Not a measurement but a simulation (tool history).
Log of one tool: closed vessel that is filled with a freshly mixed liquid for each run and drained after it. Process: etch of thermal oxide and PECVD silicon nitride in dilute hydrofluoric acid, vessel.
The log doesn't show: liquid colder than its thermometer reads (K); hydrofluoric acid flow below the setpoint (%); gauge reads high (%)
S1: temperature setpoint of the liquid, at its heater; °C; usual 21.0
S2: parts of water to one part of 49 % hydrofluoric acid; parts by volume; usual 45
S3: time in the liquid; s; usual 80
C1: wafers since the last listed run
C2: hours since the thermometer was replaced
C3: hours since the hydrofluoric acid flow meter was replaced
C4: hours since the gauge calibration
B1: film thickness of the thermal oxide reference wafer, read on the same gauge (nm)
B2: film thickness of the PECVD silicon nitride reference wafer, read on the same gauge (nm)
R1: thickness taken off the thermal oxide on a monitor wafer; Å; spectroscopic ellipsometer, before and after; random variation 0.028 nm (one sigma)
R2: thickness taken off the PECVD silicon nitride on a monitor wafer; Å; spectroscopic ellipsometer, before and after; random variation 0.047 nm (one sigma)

{"run": 1, "hour": 0.0, "S1": 19.5, "S2": 45, "S3": 115, "C1": 0, "C2": 1905.4, "C3": 2414.9, "C4": 611.1, "B1": 29.97, "B2": 49.946, "R1": 86.0, "R2": 54.06}
{"run": 2, "hour": 17.3, "S1": 21.0, "S2": 45, "S3": 80, "C1": 2037, "C2": 1922.7, "C3": 2432.2, "C4": 628.4, "B1": 29.99, "B2": 50.01, "R1": 64.4, "R2": 42.06}
{"hour": 41.1, "done": "hydrofluoric acid flow meter replaced"}
{"run": 3, "hour": 48.0, "S1": 21.0, "S2": 45, "S3": 80, "C1": 3497, "C2": 1953.4, "C3": 6.9, "C4": 659.1, "B1": 30.03, "B2": 49.991, "R1": 64.0, "R2": 42.43}
{"run": 4, "hour": 76.6, "S1": 21.0, "S2": 45, "S3": 80, "C1": 3368, "C2": 1982.0, "C3": 35.5, "C4": 687.7, "B1": 29.99, "B2": 49.97, "R1": 63.5, "R2": 41.83}
{"run": 5, "hour": 98.9, "S1": 24.5, "S2": 40, "S3": 80, "C1": 2626, "C2": 2004.3, "C3": 57.8, "C4": 710.0, "B1": 30.01, "B2": 50.017, "R1": 83.7, "R2": 60.07}
{"run": 6, "hour": 113.9, "S1": 21.0, "S2": 45, "S3": 80, "C1": 1766, "C2": 2019.3, "C3": 72.8, "C4": 725.0, "B1": 30.03, "B2": 49.99, "R1": 63.9, "R2": 41.87}
{"run": 7, "hour": 129.2, "S1": 21.0, "S2": 45, "S3": 80, "C1": 1801, "C2": 2034.6, "C3": 88.1, "C4": 740.3, "B1": 30.0, "B2": 49.996, "R1": 63.8, "R2": 41.49}
{"run": 8, "hour": 163.5, "S1": 21.0, "S2": 45, "S3": 80, "C1": 4039, "C2": 2068.9, "C3": 122.4, "C4": 774.6, "B1": 30.02, "B2": 49.993, "R1": 63.7, "R2": 41.51}
{"hour": 186.9, "done": "gauge calibrated"}
{"run": 9, "hour": 195.2, "S1": 21.0, "S2": 35, "S3": 80, "C1": 3733, "C2": 2100.6, "C3": 154.1, "C4": 8.3, "B1": 29.98, "B2": 49.978, "R1": 82.7, "R2": 53.05}
{"run": 10, "hour": 249.0, "S1": 18.0, "S2": 40, "S3": 100, "C1": 6335, "C2": 2154.4, "C3": 207.9, "C4": 62.1, "B1": 30.02, "B2": 50.013, "R1": 78.6, "R2": 46.88}
{"run": 11, "hour": 270.9, "S1": 17.0, "S2": 45, "S3": 55, "C1": 2579, "C2": 2176.3, "C3": 229.8, "C4": 84.0, "B1": 29.98, "B2": 50.03, "R1": 36.7, "R2": 21.22}
{"hour": 349.8, "done": "thermometer replaced"}
{"run": 12, "hour": 374.3, "S1": 23.5, "S2": 45, "S3": 80, "C1": 12058, "C2": 24.5, "C3": 333.2, "C4": 187.4, "B1": 30.03, "B2": 50.013, "R1": 76.0, "R2": 56.4}
{"run": 13, "hour": 401.7, "S1": 21.0, "S2": 45, "S3": 65, "C1": 3226, "C2": 51.9, "C3": 360.6, "C4": 214.8, "B1": 29.98, "B2": 50.003, "R1": 55.7, "R2": 37.7}
{"run": 14, "hour": 425.4, "S1": 21.0, "S2": 45, "S3": 80, "C1": 2790, "C2": 75.6, "C3": 384.3, "C4": 238.5, "B1": 29.99, "B2": 50.001, "R1": 67.9, "R2": 46.44}
{"run": 15, "hour": 448.5, "S1": 21.0, "S2": 45, "S3": 55, "C1": 2720, "C2": 98.7, "C3": 407.4, "C4": 261.6, "B1": 30.04, "B2": 50.015, "R1": 47.0, "R2": 31.91}
{"run": 16, "hour": 481.7, "S1": 17.0, "S2": 45, "S3": 120, "C1": 3909, "C2": 131.9, "C3": 440.6, "C4": 294.8, "B1": 29.98, "B2": 50.014, "R1": 86.6, "R2": 53.0}
{"run": 17, "hour": 510.4, "S1": 21.0, "S2": 55, "S3": 95, "C1": 3379, "C2": 160.6, "C3": 469.3, "C4": 323.5, "B1": 29.98, "B2": 50.008, "R1": 65.2, "R2": 45.84}
{"run": 18, "hour": 529.9, "S1": 21.0, "S2": 45, "S3": 80, "C1": 2296, "C2": 180.1, "C3": 488.8, "C4": 343.0, "B1": 30.01, "B2": 50.022, "R1": 68.6, "R2": 45.7}
{"run": 19, "hour": 550.7, "S1": 21.0, "S2": 45, "S3": 100, "C1": 2449, "C2": 200.9, "C3": 509.6, "C4": 363.8, "B1": 30.04, "B2": 49.996, "R1": 84.8, "R2": 58.46}
{"run": 20, "hour": 566.1, "S1": 24.5, "S2": 45, "S3": 30, "C1": 1813, "C2": 216.3, "C3": 525.0, "C4": 379.2, "B1": 30.0, "B2": 49.983, "R1": 29.6, "R2": 22.43}
{"run": 21, "hour": 581.3, "S1": 21.0, "S2": 55, "S3": 50, "C1": 1790, "C2": 231.5, "C3": 540.2, "C4": 394.4, "B1": 29.97, "B2": 50.0, "R1": 34.4, "R2": 23.76}
{"run": 22, "hour": 608.4, "S1": 21.0, "S2": 45, "S3": 80, "C1": 3191, "C2": 258.6, "C3": 567.3, "C4": 421.5, "B1": 29.96, "B2": 50.019, "R1": 67.8, "R2": 46.85}
{"run": 23, "hour": 642.9, "S1": 17.0, "S2": 30, "S3": 50, "C1": 4062, "C2": 293.1, "C3": 601.8, "C4": 456.0, "B1": 29.98, "B2": 49.991, "R1": 54.4, "R2": 32.04}
{"run": 24, "hour": 660.6, "S1": 23.0, "S2": 45, "S3": 65, "C1": 2084, "C2": 310.8, "C3": 619.5, "C4": 473.7, "B1": 30.03, "B2": 49.966, "R1": 60.0, "R2": 43.01}
{"run": 25, "hour": 677.8, "S1": 21.0, "S2": 55, "S3": 80, "C1": 2025, "C2": 328.0, "C3": 636.7, "C4": 490.9, "B1": 29.97, "B2": 49.982, "R1": 55.2, "R2": 38.51}

What the log doesn't show, run by run:
hydrofluoric acid flow below the setpoint (%): 0 in every run
gauge reads high (%): 0 in every run
H1: liquid colder than its thermometer reads (K)
run=1 H1=2.07
run=2 H1=2.09
run=3 H1=2.12
run=4 H1=2.15
run=5 H1=2.17
run=6 H1=2.18
run=7 H1=2.2
run=8 H1=2.23
run=9 H1=2.26
run=10 H1=2.32
run=11 H1=2.34
run=12 H1=0.471
run=13 H1=0.498
run=14 H1=0.521
run=15 H1=0.543
run=16 H1=0.576
run=17 H1=0.604
run=18 H1=0.623
run=19 H1=0.643
run=20 H1=0.658
run=21 H1=0.673
run=22 H1=0.699
run=23 H1=0.733
run=24 H1=0.75
run=25 H1=0.767
